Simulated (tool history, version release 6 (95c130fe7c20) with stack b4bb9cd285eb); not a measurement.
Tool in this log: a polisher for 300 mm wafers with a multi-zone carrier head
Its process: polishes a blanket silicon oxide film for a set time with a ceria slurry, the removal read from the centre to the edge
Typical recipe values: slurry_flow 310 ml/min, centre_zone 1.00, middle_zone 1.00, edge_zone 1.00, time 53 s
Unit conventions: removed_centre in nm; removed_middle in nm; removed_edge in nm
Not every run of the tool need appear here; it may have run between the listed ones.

run,hour,slurry_flow,centre_zone,middle_zone,edge_zone,time,"incoming thickness of the incoming film, nm",removed_centre,removed_middle,removed_edge
1,0.0,310,0.94,1.00,1.04,53,777.0,296.9,315.3,307.3
2,24.6,310,0.94,1.00,1.04,53,774.5,282.6,312.4,300.5
3,58.2,255,1.00,1.07,1.00,53,774.4,301.4,324.5,290.7
# hour 162.7: slurry nozzle cleaned
4,164.8,255,1.00,1.07,1.00,53,776.7,301.0,322.9,297.8
# hour 172.5: worn pad replaced by a new one
5,195.9,310,1.00,1.00,1.00,53,783.5,302.3,316.7,296.6
6,215.9,310,1.00,1.00,1.00,53,779.2,302.1,314.5,303.0
7,249.8,310,1.00,1.00,1.00,53,782.0,297.8,314.0,293.3
# hour 254.9: carrier head's membrane replaced by a new one
8,265.0,310,1.00,1.00,1.00,53,792.7,306.3,308.9,301.1
9,299.0,310,1.00,1.00,0.95,53,778.4,303.3,315.9,290.2
10,320.8,390,0.89,1.00,1.00,61,779.8,327.8,368.9,349.2
# hour 336.6: worn pad replaced by a new one
11,356.7,245,0.95,1.00,1.00,53,776.4,284.9,300.8,294.8
12,388.9,310,0.95,1.04,1.00,53,779.7,295.0,317.0,301.3
# hour 415.6: centre zone pressure recalibrated
13,419.5,380,1.00,1.00,1.00,53,790.1,311.8,308.8,303.9
# hour 445.4: edge zone pressure recalibrated
14,452.4,310,1.00,1.00,1.00,41,773.8,233.0,238.6,237.5
# hour 526.7: worn pad replaced by a new one
15,530.8,310,1.00,0.95,1.00,53,779.7,305.2,303.0,306.5
16,558.2,310,1.00,1.00,1.05,70,780.0,387.4,408.9,401.3
17,578.2,310,1.00,1.00,1.00,53,779.9,302.5,311.9,293.0
18,597.9,310,1.00,1.00,1.00,53,778.8,297.7,314.1,299.8
19,624.4,310,1.00,1.00,1.00,53,786.0,299.7,315.5,297.3
20,660.2,310,1.00,1.00,1.00,53,765.2,308.7,310.3,302.3
21,679.8,270,1.10,0.88,0.95,53,773.4,327.9,278.1,285.1

State the hidden condition of the tool at each of the runs:
removal rate lost through wear of the pad, %: 0 at every run
slurry flow missing at the pad, %: 0 at every run
deviation of the centre zone's pressure from its setpoint, %: 0 at every run
deviation of the edge zone's pressure from its setpoint, %: 0 at every run
